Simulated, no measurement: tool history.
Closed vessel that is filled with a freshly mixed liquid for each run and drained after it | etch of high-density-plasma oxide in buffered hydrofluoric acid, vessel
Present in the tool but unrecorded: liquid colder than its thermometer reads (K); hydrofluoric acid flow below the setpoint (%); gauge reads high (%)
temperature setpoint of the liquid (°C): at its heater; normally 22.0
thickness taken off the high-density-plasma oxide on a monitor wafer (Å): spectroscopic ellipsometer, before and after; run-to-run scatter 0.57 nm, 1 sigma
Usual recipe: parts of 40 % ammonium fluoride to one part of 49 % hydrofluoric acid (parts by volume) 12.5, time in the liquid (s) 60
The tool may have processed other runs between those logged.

run,day,temperature setpoint of the liquid (°C),parts of 40 % ammonium fluoride to one part of 49 % hydrofluoric acid (parts by volume),time in the liquid (s),wafers since the last listed run,hours since the thermometer was replaced,hours since the hydrofluoric acid flow meter was replaced,hours since the gauge calibration,"read-back film thickness of the high-density-plasma oxide reference wafer, read on the same gauge (nm)",thickness taken off the high-density-plasma oxide on a monitor wafer (Å)
1,0.000,22.0,12.5,60,0,258.9,1773.8,379.6,140.00,899.3
2,2.533,22.0,12.5,60,8465,319.7,1834.6,440.4,139.99,895.5
3,4.521,22.0,12.5,60,6641,367.4,1882.3,488.1,140.01,894.8
4,6.096,22.0,12.5,60,5263,405.2,1920.1,525.9,140.07,885.4
5,9.062,22.0,12.5,60,9913,476.4,1991.3,597.1,139.99,886.1
6,11.429,22.0,12.5,60,7908,533.2,2048.1,653.9,140.06,878.6
7,12.938,22.0,12.5,60,5040,569.4,2084.3,690.1,140.02,879.5
8,15.000,22.0,12.5,85,6892,618.9,2133.8,739.6,139.98,1237.1
9,16.075,22.0,12.5,85,3592,644.7,2159.6,765.4,139.99,1239.3
10,17.688,22.0,12.5,85,5388,683.4,2198.3,804.1,139.94,1243.3
11,19.629,22.0,12.5,60,6488,730.0,2244.9,850.7,139.96,865.9
12,21.567,22.0,12.5,60,6474,776.5,2291.4,897.2,139.99,863.8
13,23.983,22.0,12.5,60,8075,834.5,2349.4,955.2,140.02,859.8
# day 26.038: thermometer replaced
14,26.412,22.0,14.0,60,7978,9.0,2407.7,1013.5,140.02,797.1
15,27.542,22.0,14.0,60,3773,36.1,2434.8,1040.6,140.02,790.4
# day 27.712: hydrofluoric acid flow meter replaced
16,28.750,22.0,14.0,60,3898,65.1,24.9,1069.6,139.98,854.3
17,29.846,25.5,12.5,85,3661,91.4,51.2,1095.9,140.05,1655.4
18,32.179,20.5,12.5,45,7797,147.4,107.2,1151.9,140.01,656.6
19,34.800,23.5,16.0,45,8758,210.3,170.1,1214.8,140.00,607.7
20,37.771,22.0,12.5,60,9927,281.6,241.4,1286.1,139.96,941.2
21,39.571,22.0,8.0,30,6015,324.8,284.6,1329.3,139.99,701.4
22,40.646,20.0,17.0,60,3592,350.6,310.4,1355.1,139.99,626.5
23,44.238,25.5,8.0,60,12002,436.8,396.6,1441.3,140.06,1706.8
24,46.767,23.5,9.5,85,8451,497.5,457.3,1502.0,140.00,1842.0
25,51.388,20.5,8.5,75,15441,608.4,568.2,1612.9,139.97,1501.0
# day 51.458: gauge calibrated
26,53.225,20.0,12.5,60,6140,652.5,612.3,42.4,139.99,819.4
27,56.033,22.0,12.5,60,9384,719.9,679.7,109.8,140.02,911.1
# day 58.171: thermometer replaced
28,58.796,22.0,10.0,40,9092,15.0,746.0,176.1,140.03,777.6
29,61.079,20.0,14.0,50,7630,69.8,800.8,230.9,140.03,621.2
30,63.346,22.0,12.5,60,7574,124.2,855.2,285.3,140.04,944.5
31,65.696,22.0,12.5,50,7853,180.6,911.6,341.7,140.02,767.3
32,66.758,22.0,8.0,75,3550,206.1,937.1,367.2,139.98,1739.1

Run by run, hidden condition taken away, random variation retained:
run,thickness taken off the high-density-plasma oxide on a monitor wafer (Å)
1,965.3
2,965.7
3,968.0
4,960.6
5,966.8
6,962.4
7,966.2
8,1364.1
9,1368.3
10,1376.7
11,962.4
12,963.1
13,963.1
14,861.6
15,856.0
16,858.0
17,1665.4
18,663.6
19,616.6
20,960.3
21,718.4
22,642.5
23,1762.5
24,1898.5
25,1571.3
26,858.9
27,959.2
28,798.2
29,640.3
30,977.2
31,797.5
32,1816.2
